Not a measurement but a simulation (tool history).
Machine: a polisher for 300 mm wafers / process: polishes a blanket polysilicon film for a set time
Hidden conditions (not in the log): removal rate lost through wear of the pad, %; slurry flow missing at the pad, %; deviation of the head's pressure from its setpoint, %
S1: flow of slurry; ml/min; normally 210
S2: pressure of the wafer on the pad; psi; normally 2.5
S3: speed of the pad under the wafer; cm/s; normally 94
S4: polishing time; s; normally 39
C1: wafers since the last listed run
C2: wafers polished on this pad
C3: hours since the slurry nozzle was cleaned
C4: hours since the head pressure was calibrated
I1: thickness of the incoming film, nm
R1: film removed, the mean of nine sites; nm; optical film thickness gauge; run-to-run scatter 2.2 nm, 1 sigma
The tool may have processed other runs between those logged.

{"run": 1, "day": 0.0, "S1": 210, "S2": 2.5, "S3": 94, "S4": 39, "C1": 0, "C2": 2143, "C3": 105.4, "C4": 238.6, "I1": 1868.1, "R1": 293.6}
{"day": 0.671, "done": "worn pad replaced by a new one"}
{"run": 2, "day": 1.008, "S1": 210, "S2": 2.5, "S3": 104, "S4": 31, "C1": 327, "C2": 131, "C3": 129.6, "C4": 262.8, "I1": 1839.7, "R1": 250.5}
{"run": 3, "day": 2.221, "S1": 210, "S2": 2.5, "S3": 104, "S4": 31, "C1": 471, "C2": 602, "C3": 158.7, "C4": 291.9, "I1": 1864.6, "R1": 252.5}
{"run": 4, "day": 2.8, "S1": 210, "S2": 2.5, "S3": 104, "S4": 31, "C1": 225, "C2": 827, "C3": 172.6, "C4": 305.8, "I1": 1844.8, "R1": 256.8}
{"run": 5, "day": 3.8, "S1": 165, "S2": 2.5, "S3": 94, "S4": 45, "C1": 388, "C2": 1216, "C3": 196.6, "C4": 329.8, "I1": 1845.5, "R1": 324.5}
{"run": 6, "day": 4.683, "S1": 210, "S2": 2.5, "S3": 94, "S4": 39, "C1": 343, "C2": 1560, "C3": 217.8, "C4": 351, "I1": 1861.7, "R1": 292.6}
{"run": 7, "day": 5.875, "S1": 210, "S2": 2.5, "S3": 108, "S4": 39, "C1": 463, "C2": 2023, "C3": 246.4, "C4": 379.6, "I1": 1845.8, "R1": 330.4}
{"run": 8, "day": 7.192, "S1": 210, "S2": 2.5, "S3": 108, "S4": 39, "C1": 511, "C2": 2535, "C3": 278, "C4": 411.2, "I1": 1887.9, "R1": 326.4}
{"run": 9, "day": 7.792, "S1": 210, "S2": 2.5, "S3": 108, "S4": 39, "C1": 233, "C2": 2768, "C3": 292.4, "C4": 425.6, "I1": 1861.1, "R1": 328.4}
{"day": 8.058, "done": "worn pad replaced by a new one"}
{"run": 10, "day": 8.896, "S1": 210, "S2": 2.5, "S3": 94, "S4": 39, "C1": 364, "C2": 326, "C3": 318.9, "C4": 452.1, "I1": 1889.4, "R1": 294.7}
{"run": 11, "day": 10.221, "S1": 210, "S2": 2.5, "S3": 94, "S4": 39, "C1": 515, "C2": 841, "C3": 350.7, "C4": 483.9, "I1": 1830.8, "R1": 288.4}
{"run": 12, "day": 10.917, "S1": 210, "S2": 2.5, "S3": 110, "S4": 39, "C1": 270, "C2": 1112, "C3": 367.4, "C4": 500.6, "I1": 1859, "R1": 336.2}
{"run": 13, "day": 11.462, "S1": 210, "S2": 2.5, "S3": 110, "S4": 39, "C1": 212, "C2": 1324, "C3": 380.5, "C4": 513.7, "I1": 1877.1, "R1": 336.6}
{"run": 14, "day": 12.662, "S1": 210, "S2": 2.5, "S3": 94, "S4": 39, "C1": 466, "C2": 1790, "C3": 409.3, "C4": 542.5, "I1": 1892.6, "R1": 293.2}
{"run": 15, "day": 13.646, "S1": 210, "S2": 2.5, "S3": 94, "S4": 39, "C1": 382, "C2": 2173, "C3": 432.9, "C4": 566.1, "I1": 1854.9, "R1": 292.3}
{"day": 13.817, "done": "worn pad replaced by a new one"}
{"run": 16, "day": 15.029, "S1": 210, "S2": 2.5, "S3": 94, "S4": 49, "C1": 473, "C2": 471, "C3": 466.1, "C4": 599.3, "I1": 1819.6, "R1": 365.6}
{"run": 17, "day": 16.317, "S1": 270, "S2": 2.5, "S3": 94, "S4": 49, "C1": 500, "C2": 972, "C3": 497, "C4": 630.2, "I1": 1854.7, "R1": 376.1}
{"run": 18, "day": 17.133, "S1": 210, "S2": 1.7, "S3": 72, "S4": 39, "C1": 317, "C2": 1289, "C3": 516.6, "C4": 649.8, "I1": 1874.5, "R1": 158.3}
{"run": 19, "day": 17.979, "S1": 260, "S2": 2.5, "S3": 94, "S4": 39, "C1": 328, "C2": 1618, "C3": 536.9, "C4": 670.1, "I1": 1862.7, "R1": 301.4}
{"day": 18.483, "done": "head pressure recalibrated"}
{"run": 20, "day": 19.304, "S1": 280, "S2": 2.5, "S3": 78, "S4": 39, "C1": 482, "C2": 2101, "C3": 568.7, "C4": 19.7, "I1": 1865.7, "R1": 255}
{"day": 20.029, "done": "worn pad replaced by a new one"}
{"day": 20.154, "done": "slurry nozzle cleaned"}
{"run": 21, "day": 20.617, "S1": 250, "S2": 2.5, "S3": 94, "S4": 39, "C1": 429, "C2": 212, "C3": 11.1, "C4": 51.2, "I1": 1826.9, "R1": 296.6}
{"run": 22, "day": 21.579, "S1": 210, "S2": 2.5, "S3": 106, "S4": 39, "C1": 374, "C2": 586, "C3": 34.2, "C4": 74.3, "I1": 1879.8, "R1": 320.2}
{"run": 23, "day": 23.975, "S1": 210, "S2": 2.5, "S3": 94, "S4": 39, "C1": 931, "C2": 1518, "C3": 91.7, "C4": 131.8, "I1": 1852.3, "R1": 291.9}
{"run": 24, "day": 24.521, "S1": 210, "S2": 2.5, "S3": 94, "S4": 39, "C1": 212, "C2": 1730, "C3": 104.8, "C4": 144.9, "I1": 1871, "R1": 297.2}
{"run": 25, "day": 25.754, "S1": 210, "S2": 2.5, "S3": 94, "S4": 52, "C1": 479, "C2": 2210, "C3": 134.4, "C4": 174.5, "I1": 1822.9, "R1": 390.8}
{"day": 26.446, "done": "worn pad replaced by a new one"}
{"run": 26, "day": 26.675, "S1": 165, "S2": 3, "S3": 94, "S4": 52, "C1": 293, "C2": 89, "C3": 156.5, "C4": 196.6, "I1": 1843.3, "R1": 440.6}
{"run": 27, "day": 30.679, "S1": 210, "S2": 2.5, "S3": 94, "S4": 39, "C1": 1556, "C2": 1646, "C3": 252.6, "C4": 292.7, "I1": 1842.7, "R1": 290.1}
{"run": 28, "day": 31.346, "S1": 175, "S2": 2.5, "S3": 94, "S4": 39, "C1": 259, "C2": 1905, "C3": 268.6, "C4": 308.7, "I1": 1827.8, "R1": 283.1}
{"run": 29, "day": 32.667, "S1": 210, "S2": 2.5, "S3": 94, "S4": 39, "C1": 513, "C2": 2419, "C3": 300.3, "C4": 340.4, "I1": 1853.3, "R1": 290.5}
{"run": 30, "day": 33.342, "S1": 135, "S2": 2.5, "S3": 94, "S4": 39, "C1": 262, "C2": 2681, "C3": 316.5, "C4": 356.6, "I1": 1882, "R1": 268.2}

Branching from run 30: 3 alternative next runs. What would each branch give?
{"run": "A", "day": 33.358, "S1": 210, "S2": 2.5, "S3": 94, "S4": 39, "C1": 6, "C2": 2688, "C3": 316.9, "C4": 357, "I1": 1863.5, "R1": "?"}
{"run": "B", "day": 33.358, "S1": 210, "S2": 2.3, "S3": 94, "S4": 39, "C1": 6, "C2": 2688, "C3": 316.9, "C4": 357, "I1": 1863.5, "R1": "?"}
{"run": "C", "day": 33.358, "S1": 265, "S2": 2.5, "S3": 76, "S4": 39, "C1": 6, "C2": 2688, "C3": 316.9, "C4": 357, "I1": 1863.5, "R1": "?"}

run=A R1=291.3
run=B R1=268
run=C R1=248
Had the tool no hidden state, the same runs would have come out as:
run=A R1=291.3
run=B R1=268
run=C R1=248

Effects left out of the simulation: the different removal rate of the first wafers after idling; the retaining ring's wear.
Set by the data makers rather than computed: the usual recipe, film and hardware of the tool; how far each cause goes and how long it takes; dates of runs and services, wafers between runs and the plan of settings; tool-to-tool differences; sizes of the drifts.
